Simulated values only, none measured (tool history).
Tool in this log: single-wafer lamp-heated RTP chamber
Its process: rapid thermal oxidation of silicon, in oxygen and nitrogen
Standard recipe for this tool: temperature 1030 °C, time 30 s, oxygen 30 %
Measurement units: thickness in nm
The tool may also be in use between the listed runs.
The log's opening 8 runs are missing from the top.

run	hour	temperature	time	oxygen	read-back reference wafer on the same gauge, thickness	thickness
9	214.6	1054	30	39	3.984	4.894
10	246	1030	30	30	3.992	3.886
11	265.8	1030	30	30	3.993	3.874
# hour 270.3: gauge calibrated
12	279.7	1030	30	30	3.898	3.771
13	302.8	1030	30	30	3.901	3.793
14	333.1	1030	30	30	3.908	3.807
15	360.4	1030	30	30	3.911	3.771
16	396	1030	30	17	3.913	3.275
17	430.2	1045	25	17	3.92	3.304
18	465.7	1019	43	42	3.927	4.52
19	482.2	1056	41	54	3.929	6.202
20	507.8	1030	23	30	3.932	3.476
21	605.8	1022	30	19	3.947	3.245
22	641.3	1057	30	30	3.954	4.552
# hour 669.7: oxygen flow controller replaced
23	670.2	1030	30	30	3.959	3.849

For run 24, what comes out?
24	679.5	1009	30	30	?	?

Run 24 yielded read-back reference wafer on the same gauge, thickness 3.959, thickness 3.415 nm.
If the tool had no hidden condition, the same run with the same run-to-run variation would have returned thickness 3.355 nm.
